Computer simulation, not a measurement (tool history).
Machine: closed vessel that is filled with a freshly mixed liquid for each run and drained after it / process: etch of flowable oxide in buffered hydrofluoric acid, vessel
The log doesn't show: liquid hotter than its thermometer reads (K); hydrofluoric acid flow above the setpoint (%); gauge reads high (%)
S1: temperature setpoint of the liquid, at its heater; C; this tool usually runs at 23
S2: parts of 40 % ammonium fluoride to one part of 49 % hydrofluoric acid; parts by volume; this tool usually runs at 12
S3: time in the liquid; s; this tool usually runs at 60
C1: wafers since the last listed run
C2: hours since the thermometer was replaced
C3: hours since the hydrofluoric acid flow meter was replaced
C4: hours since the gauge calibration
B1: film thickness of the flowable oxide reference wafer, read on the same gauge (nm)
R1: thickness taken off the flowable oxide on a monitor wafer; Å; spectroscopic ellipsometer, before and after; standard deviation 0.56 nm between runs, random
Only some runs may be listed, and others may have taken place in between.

run	hour	S1	S2	S3	C1	C2	C3	C4	B1	R1
1	0	23	16	35	0	149.1	876.9	428.5	80	695.6
2	286	23	16	35	18458	435.1	1162.9	714.5	80.03	713.1
3	355.9	23	16	35	4511	505	1232.8	784.4	79.99	705.2
4	419.4	21.5	12	60	4098	568.5	1296.3	847.9	79.98	1486.4
5	467	21.5	12	60	3072	616.1	1343.9	895.5	79.99	1497.4
# hour 503.7: thermometer replaced
6	518.5	23	12	60	3259	14.8	1395.4	947	79.99	1667.7
7	567.7	23	12	60	3175	64	1444.6	996.2	80.03	1675
8	640.8	23	12	80	4717	137.1	1517.7	1069.3	79.99	2231
# hour 658.6: hydrofluoric acid flow meter replaced
9	717.7	23	12	80	4898	214	59.1	1146.2	79.99	2259.6
# hour 788.2: thermometer replaced, repeated, since the last time left the tool worse
10	825.2	23	12	80	6873	37	166.6	1253.7	80.01	2111.7
# hour 915.6: gauge calibrated
11	932.4	22	12	40	6918	144.2	273.8	16.8	79.98	1005.9
12	1039.2	23	12	60	6893	251	380.6	123.6	79.99	1610.9
13	1079	18.5	10.5	60	2568	290.8	420.4	163.4	80.01	1420.6
14	1128.8	23	9	85	3214	340.6	470.2	213.2	80.01	2897.3
15	1184.4	19	16	80	3588	396.2	525.8	268.8	79.99	1293.2
16	1223.2	26	16.5	60	2504	435	564.6	307.6	80	1394.6

Run 17, settings as shown, results not yet in. Your forecast:
17	1267.8	23	12	80	2878	479.6	609.2	352.2	?	?

{"run 17": {"B1": 80, "R1": 2167.3}}
Had the tool carried no hidden state, the very same run would have given R1 2112.1 Å.
